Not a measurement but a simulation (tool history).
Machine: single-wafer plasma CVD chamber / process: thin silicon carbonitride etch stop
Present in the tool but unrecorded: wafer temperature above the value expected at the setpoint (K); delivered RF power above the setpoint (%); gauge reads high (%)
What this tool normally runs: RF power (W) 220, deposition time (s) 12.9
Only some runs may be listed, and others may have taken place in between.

run	day	RF power (W)	deposition time (s)	wafers since the last listed run	hours since the last thermocouple change	hours since the last RF generator calibration	hours since the showerhead was replaced	hours since the gauge calibration	read-back reference wafer on the same gauge, thickness_nm	mean film thickness on the monitor wafer (angstrom)
1	0	220	11.2	0	372.3	438.2	5343.1	234.7	6.753	67.55
2	3.838	220	11.2	3022	464.4	530.3	5435.2	326.8	6.76	67.47
3	5.262	220	11.8	1122	498.6	564.5	5469.4	361	6.757	71.28
4	12.325	220	12.9	5561	668.1	734	5638.9	530.5	6.761	77.73
5	13.529	220	12.9	948	697	762.9	5667.8	559.4	6.761	77.81
6	15.825	220	12.9	1808	752.1	818	5722.9	614.5	6.761	77.79
7	18.212	220	12.9	1880	809.4	875.3	5780.2	671.8	6.749	77.47
8	21.029	220	12.9	2218	877	942.9	5847.8	739.4	6.761	77.83
9	22.167	220	12.9	895	904.3	970.2	5875.1	766.7	6.767	77.72
10	24.538	220	12.9	1867	961.2	1027.1	5932	823.6	6.759	77.71
11	26.85	220	12.9	1821	1016.7	1082.6	5987.5	879.1	6.763	77.52
12	28.754	220	12.9	1499	1062.4	1128.3	6033.2	924.8	6.759	77.4
13	29.767	220	12.9	797	1086.7	1152.6	6057.5	949.1	6.762	77.75
14	32.358	220	12.9	2041	1148.9	1214.8	6119.7	1011.3	6.761	77.43
15	33.546	220	12.9	935	1177.4	1243.3	6148.2	1039.8	6.758	77.6
16	36.233	220	12.9	2116	1241.9	1307.8	6212.7	1104.3	6.764	77.58
17	37.246	220	12.9	797	1266.2	1332.1	6237	1128.6	6.761	78.07
18	39.538	220	12.9	1804	1321.2	1387.1	6292	1183.6	6.755	77.46
# day 40.129: RF generator calibrated
19	42.429	200	12.9	2014	1390.6	55.2	6361.4	1253	6.755	76.34
20	48.65	255	10.3	4899	1539.9	204.5	6510.7	1402.3	6.746	63.82
21	50.575	220	12.9	1516	1586.1	250.7	6556.9	1448.5	6.762	77.8
# day 51.596: gauge calibrated
22	51.829	195	14.1	987	1616.2	280.8	6587	5.6	6.755	83.06
23	53.712	255	12.9	1483	1661.4	326	6632.2	50.8	6.765	80.13
24	56.283	220	11.6	2024	1723.1	387.7	6693.9	112.5	6.752	69.75
25	57.312	220	12.9	810	1747.8	412.4	6718.6	137.2	6.759	77.61
# day 64.608: showerhead replaced
26	65.029	245	14.2	5814	1933	597.6	10.1	322.4	6.755	86.79
# day 67.046: thermocouple changed; heater temperature recalibrated
27	67.275	220	12.9	1506	5.5	651.5	64	376.3	6.758	77.95
28	69.062	220	12.9	1407	48.4	694.4	106.9	419.2	6.76	77.09
29	71.75	220	12.9	2116	112.9	758.9	171.4	483.7	6.755	77.38
30	74.292	260	10.6	2001	173.9	819.9	232.4	544.7	6.767	65.85
31	76.938	190	12.9	2083	237.4	883.4	295.9	608.2	6.762	75.68
32	79.142	220	12.9	1735	290.3	936.3	348.8	661.1	6.767	77.49
33	80.362	255	14.1	961	319.6	965.6	378.1	690.4	6.755	87.35
34	82.625	220	12.9	1781	373.9	1019.9	432.4	744.7	6.766	77.91
35	84.712	190	14.3	1643	424	1070	482.5	794.8	6.767	84.17
36	87.217	200	13.6	1972	484.1	1130.1	542.6	854.9	6.758	80.47
37	88.688	220	12.9	1158	519.4	1165.4	577.9	890.2	6.761	78.09

Take each entry between the runs: how does the hidden state at the last listed run before it differ from the hidden state at the first listed run after it?
From run 18 to run 19: RF generator calibrated (day 40.129)
  both runs share identical hidden conditions
From run 21 to run 22: gauge calibrated (day 51.596)
  both runs share identical hidden conditions
From run 25 to run 26: showerhead replaced (day 64.608)
  both runs share identical hidden conditions
From run 26 to run 27: thermocouple changed; heater temperature recalibrated (day 67.046)
  both runs share identical hidden conditions

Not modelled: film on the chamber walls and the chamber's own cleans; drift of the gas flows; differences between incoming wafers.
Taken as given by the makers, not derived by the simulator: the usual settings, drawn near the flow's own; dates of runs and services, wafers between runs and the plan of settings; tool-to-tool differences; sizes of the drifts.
